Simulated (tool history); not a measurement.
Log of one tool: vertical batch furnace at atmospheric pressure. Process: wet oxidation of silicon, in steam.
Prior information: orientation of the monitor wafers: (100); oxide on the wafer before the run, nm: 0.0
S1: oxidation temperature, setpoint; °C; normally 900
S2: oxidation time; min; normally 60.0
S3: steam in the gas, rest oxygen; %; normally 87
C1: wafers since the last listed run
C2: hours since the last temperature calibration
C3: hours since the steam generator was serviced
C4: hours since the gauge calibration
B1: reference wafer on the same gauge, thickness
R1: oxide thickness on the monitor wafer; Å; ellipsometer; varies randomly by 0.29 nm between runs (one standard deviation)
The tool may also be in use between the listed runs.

run	hour	S1	S2	S3	C1	C2	C3	C4	B1	R1
1	0.0	900	68.5	87	0	1190.9	1865.7	348.1	132.93	1461.3
2	17.8	900	68.5	87	179	1208.7	1883.5	365.9	132.90	1462.2
3	54.8	900	60.0	87	372	1245.7	1920.5	402.9	132.85	1296.8
4	72.8	910	60.0	96	181	1263.7	1938.5	420.9	133.05	1611.5
5	113.2	910	60.0	96	406	1304.1	1978.9	461.3	133.12	1620.0
6	133.0	910	60.0	96	199	1323.9	1998.7	481.1	133.00	1613.8
7	155.4	900	60.0	87	225	1346.3	2021.1	503.5	133.01	1293.5
8	183.2	900	60.0	87	279	1374.1	2048.9	531.3	133.03	1288.8
9	208.0	900	60.0	79	249	1398.9	2073.7	556.1	132.96	1182.0
10	233.7	900	60.0	87	258	1424.6	2099.4	581.8	132.86	1293.3
11	254.1	900	60.0	87	205	1445.0	2119.8	602.2	132.88	1289.5
# hour 306.3: steam generator serviced
12	306.8	900	60.0	87	288	1497.7	0.5	654.9	132.91	1337.7
13	311.6	900	60.0	87	48	1502.5	5.3	659.7	132.97	1334.7
14	331.1	900	60.0	87	196	1522.0	24.8	679.2	132.98	1330.5
15	361.5	900	60.0	87	305	1552.4	55.2	709.6	133.08	1328.6
16	383.0	900	60.0	87	216	1573.9	76.7	731.1	132.79	1337.5
17	398.9	883	45.5	97	159	1589.8	92.6	747.0	132.92	877.4
18	434.5	907	69.0	94	358	1625.4	128.2	782.6	133.01	1774.6
# hour 484.2: thermocouples replaced and temperature profile calibrated
19	484.7	900	60.0	87	263	0.5	178.4	832.8	132.85	1332.5
20	496.3	900	73.5	87	116	12.1	190.0	844.4	132.94	1604.2
21	572.3	924	60.0	92	764	88.1	266.0	920.4	133.01	1880.5
22	600.4	910	60.0	96	282	116.2	294.1	948.5	133.02	1660.3
# hour 605.1: gauge calibrated
23	707.8	900	60.0	87	1080	223.6	401.5	102.7	133.09	1327.1
24	754.9	900	60.0	87	473	270.7	448.6	149.8	133.00	1326.7
25	773.3	876	48.0	79	185	289.1	467.0	168.2	132.97	674.0
26	792.1	900	72.5	81	189	307.9	485.8	187.0	132.97	1475.0
27	805.8	907	60.0	97	137	321.6	499.5	200.7	133.00	1609.5
28	820.7	922	60.0	90	149	336.5	514.4	215.6	132.91	1801.5
29	832.8	900	37.5	87	121	348.6	526.5	227.7	133.06	858.6
30	848.2	900	35.0	91	154	364.0	541.9	243.1	132.94	839.7
31	866.3	900	82.0	87	182	382.1	560.0	261.2	133.13	1746.6
32	889.6	911	44.0	76	234	405.4	583.3	284.5	133.11	1030.3

Some steps in R1 between neighbouring runs. How much of each would the tool show without its hidden state too (settings, what came in, random variation), and how much is left for the hidden state, with any gauge scatter that isn't in both results?
Hidden conditions of the tool in this case: true tube temperature minus thermocouple reading, K; steam share off its setpoint, % of the setpoint; gauge reads high (%).
Run 3 -> 4: S1 900 -> 910, S3 87 -> 96. R1 +314.7 Å: hidden state -8.9, all else +323.6.
Run 11 -> 12: steam generator serviced. R1 +48.2 Å: hidden state +42.8, all else +5.4.
Run 17 -> 18: S1 883 -> 907, S2 45.5 -> 69.0, S3 97 -> 94. R1 +897.2 Å: hidden state -3.2, all else +900.4.
Run 28 -> 29: S1 922 -> 900, S2 60.0 -> 37.5, S3 90 -> 87. R1 -942.9 Å: hidden state +7.5, all else -950.4.
Run 30 -> 31: S2 35.0 -> 82.0, S3 91 -> 87. R1 +906.9 Å: hidden state -8.6, all else +915.5.

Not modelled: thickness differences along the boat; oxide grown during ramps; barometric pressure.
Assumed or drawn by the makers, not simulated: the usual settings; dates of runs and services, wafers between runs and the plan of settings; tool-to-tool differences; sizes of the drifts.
